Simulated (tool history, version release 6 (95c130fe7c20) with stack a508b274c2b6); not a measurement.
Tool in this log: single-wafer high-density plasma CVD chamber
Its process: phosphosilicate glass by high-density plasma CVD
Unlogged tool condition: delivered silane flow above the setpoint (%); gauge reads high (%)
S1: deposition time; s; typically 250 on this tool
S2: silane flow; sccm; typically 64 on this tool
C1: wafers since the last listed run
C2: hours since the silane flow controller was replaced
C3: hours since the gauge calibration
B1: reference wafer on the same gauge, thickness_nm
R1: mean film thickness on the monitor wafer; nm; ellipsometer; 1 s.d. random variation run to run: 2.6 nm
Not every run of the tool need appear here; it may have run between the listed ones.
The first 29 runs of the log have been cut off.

Run 30, day 29.6: usual settings but S1 236 s, S2 53 sccm; C1 98; C2 259; C3 818.9; B1 1540.34. Result: R1 1166.455 nm.
At day 30.429: gauge calibrated.
Run 31, day 30.633: usual settings but S1 274 s, S2 56 sccm; C1 115; C2 283.8; C3 4.9; B1 1539.858. Result: R1 1406.015 nm.
Run 32, day 31.958: usual settings but S1 284 s; C1 147; C2 315.6; C3 36.7; B1 1538.956. Result: R1 1599.858 nm.
Run 33, day 33.104: usual settings but S1 274 s, S2 76 sccm; C1 127; C2 343.1; C3 64.2; B1 1540.238. Result: R1 1762.918 nm.
Run 34, day 33.688: usual settings but S1 213 s; C1 64; C2 357.1; C3 78.2; B1 1539.886. Result: R1 1202.072 nm.
Run 35, day 34.967: usual settings; C1 142; C2 387.8; C3 108.9; B1 1539.713. Result: R1 1409.174 nm.
Run 36, day 36.079: usual settings; C1 123; C2 414.5; C3 135.6; B1 1539.41. Result: R1 1404.638 nm.
Run 37, day 37.225: usual settings but S1 213 s, S2 56 sccm; C1 127; C2 442; C3 163.1; B1 1539.697. Result: R1 1090.091 nm.
Run 38, day 38.204: usual settings but S1 229 s, S2 58 sccm; C1 109; C2 465.5; C3 186.6; B1 1539.199. Result: R1 1201.822 nm.
Run 39, day 38.712: usual settings; C1 56; C2 477.7; C3 198.8; B1 1540.254. Result: R1 1412.846 nm.
Run 40, day 39.992: usual settings but S1 202 s, S2 76 sccm; C1 142; C2 508.4; C3 229.5; B1 1540.043. Result: R1 1289.917 nm.
Run 41, day 40.592: usual settings but S1 207 s, S2 56 sccm; C1 66; C2 522.8; C3 243.9; B1 1539.66. Result: R1 1053.873 nm.

Alternative continuations, all from the tool just after run 41; predict every row:
Run A, day 40.612: usual settings; C1 2; C2 523.3; C3 244.4; B1 ?. Result: R1 ?.
Run B, day 40.612: usual settings but S1 213 s, S2 59 sccm; C1 2; C2 523.3; C3 244.4; B1 ?. Result: R1 ?.
Run C, day 40.612: usual settings but S1 297 s, S2 55 sccm; C1 2; C2 523.3; C3 244.4; B1 ?. Result: R1 ?.
Run D, day 40.612: usual settings but S2 60 sccm; C1 2; C2 523.3; C3 244.4; B1 ?. Result: R1 ?.
Run E, day 40.612: usual settings but S1 212 s; C1 2; C2 523.3; C3 244.4; B1 ?. Result: R1 ?.

run        B1        R1
  A  1539.406  1409.632
  B  1539.406  1132.598
  C  1539.406  1502.946
  D  1539.406  1345.398
  E  1539.406  1195.368
Without the tool's unlogged condition, the same runs would have read:
run        R1
  A  1417.672
  B  1139.057
  C  1511.518
  D  1353.072
  E  1202.186
